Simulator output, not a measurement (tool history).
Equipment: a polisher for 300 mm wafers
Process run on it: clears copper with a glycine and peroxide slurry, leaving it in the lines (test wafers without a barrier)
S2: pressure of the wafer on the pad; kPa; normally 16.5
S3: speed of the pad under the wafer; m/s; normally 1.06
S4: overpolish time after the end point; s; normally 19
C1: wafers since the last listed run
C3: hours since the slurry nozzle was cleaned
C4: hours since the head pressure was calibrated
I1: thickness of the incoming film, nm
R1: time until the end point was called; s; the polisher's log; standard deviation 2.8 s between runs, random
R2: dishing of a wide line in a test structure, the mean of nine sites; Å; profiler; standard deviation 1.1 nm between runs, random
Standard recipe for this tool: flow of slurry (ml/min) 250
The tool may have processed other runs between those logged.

run 1 hour=0 | flow_of_slurry_(ml/min)=250 S2=16.5 S3=1.06 S4=19 | C1=0 wafers_polished_on_this_pad=656 C3=255.4 C4=1227 | I1=731.3 | R1=156.4 R2=517
run 2 hour=15.3 | flow_of_slurry_(ml/min)=250 S2=16.5 S3=1.06 S4=19 | C1=149 wafers_polished_on_this_pad=805 C3=270.7 C4=1242.3 | I1=728.7 | R1=164.4 R2=488
run 3 hour=29.2 | flow_of_slurry_(ml/min)=250 S2=16.5 S3=1.06 S4=19 | C1=135 wafers_polished_on_this_pad=941 C3=284.6 C4=1256.2 | I1=721.5 | R1=166.1 R2=487
run 4 hour=41.2 | flow_of_slurry_(ml/min)=250 S2=16.5 S3=1.06 S4=19 | C1=116 wafers_polished_on_this_pad=1058 C3=296.6 C4=1268.2 | I1=725 | R1=172 R2=493
run 5 hour=53.3 | flow_of_slurry_(ml/min)=250 S2=16.5 S3=1.06 S4=19 | C1=117 wafers_polished_on_this_pad=1176 C3=308.7 C4=1280.3 | I1=704.2 | R1=167.8 R2=486
-- hour=55.6 slurry nozzle cleaned
-- hour=59.4 head pressure recalibrated
run 6 hour=63.5 | flow_of_slurry_(ml/min)=250 S2=16.5 S3=1.06 S4=19 | C1=70 wafers_polished_on_this_pad=1246 C3=7.9 C4=4.1 | I1=727.8 | R1=182.4 R2=470
run 7 hour=71.7 | flow_of_slurry_(ml/min)=280 S2=16.5 S3=0.92 S4=19 | C1=79 wafers_polished_on_this_pad=1326 C3=16.1 C4=12.3 | I1=718.7 | R1=201.2 R2=433
-- hour=86.1 worn pad replaced by a new one
run 8 hour=86.6 | flow_of_slurry_(ml/min)=250 S2=13.1 S3=1.4 S4=19 | C1=106 wafers_polished_on_this_pad=5 C3=31 C4=27.2 | I1=717.3 | R1=149.2 R2=543
run 9 hour=99.5 | flow_of_slurry_(ml/min)=300 S2=13.8 S3=1.4 S4=11 | C1=125 wafers_polished_on_this_pad=130 C3=43.9 C4=40.1 | I1=726.1 | R1=140.7 R2=355
run 10 hour=113.5 | flow_of_slurry_(ml/min)=250 S2=16.5 S3=1.06 S4=19 | C1=136 wafers_polished_on_this_pad=267 C3=57.9 C4=54.1 | I1=707.2 | R1=154 R2=525
run 11 hour=125.2 | flow_of_slurry_(ml/min)=285 S2=12.4 S3=1.06 S4=19 | C1=114 wafers_polished_on_this_pad=381 C3=69.6 C4=65.8 | I1=723.8 | R1=198.2 R2=442
run 12 hour=141.4 | flow_of_slurry_(ml/min)=320 S2=16.5 S3=0.96 S4=13 | C1=157 wafers_polished_on_this_pad=539 C3=85.8 C4=82 | I1=721.6 | R1=173.6 R2=349
run 13 hour=150.6 | flow_of_slurry_(ml/min)=195 S2=16.5 S3=1.06 S4=19 | C1=89 wafers_polished_on_this_pad=628 C3=95 C4=91.2 | I1=723 | R1=165.9 R2=502
run 14 hour=160.1 | flow_of_slurry_(ml/min)=170 S2=11.7 S3=1.06 S4=19 | C1=92 wafers_polished_on_this_pad=721 C3=104.5 C4=100.7 | I1=730.1 | R1=215.1 R2=407
run 15 hour=172.4 | flow_of_slurry_(ml/min)=250 S2=21.4 S3=1.06 S4=19 | C1=119 wafers_polished_on_this_pad=841 C3=116.8 C4=113 | I1=713 | R1=134.8 R2=589

Below are 4 alternative next runs, each starting from the tool's condition after run 15. Predict each:
run A hour=172.9 | flow_of_slurry_(ml/min)=250 S2=16.5 S3=1.06 S4=19 | C1=4 wafers_polished_on_this_pad=846 C3=117.3 C4=113.5 | I1=720.3 | R1=? R2=?
run B hour=172.9 | flow_of_slurry_(ml/min)=275 S2=13.8 S3=1.06 S4=19 | C1=4 wafers_polished_on_this_pad=846 C3=117.3 C4=113.5 | I1=720.3 | R1=? R2=?
run C hour=172.9 | flow_of_slurry_(ml/min)=250 S2=16.5 S3=0.74 S4=10 | C1=4 wafers_polished_on_this_pad=846 C3=117.3 C4=113.5 | I1=720.3 | R1=? R2=?
run D hour=172.9 | flow_of_slurry_(ml/min)=315 S2=16.5 S3=0.88 S4=28 | C1=4 wafers_polished_on_this_pad=846 C3=117.3 C4=113.5 | I1=720.3 | R1=? R2=?

run=A R1=172.1 R2=508
run=B R1=193.8 R2=461
run=C R1=228 R2=237
run=D R1=196.8 R2=616
The same runs, with their run-to-run variation unchanged, on a tool lacking any hidden condition would have given:
run=A R1=161.4 R2=533
run=B R1=181.8 R2=484
run=C R1=213.8 R2=251
run=D R1=184.5 R2=644

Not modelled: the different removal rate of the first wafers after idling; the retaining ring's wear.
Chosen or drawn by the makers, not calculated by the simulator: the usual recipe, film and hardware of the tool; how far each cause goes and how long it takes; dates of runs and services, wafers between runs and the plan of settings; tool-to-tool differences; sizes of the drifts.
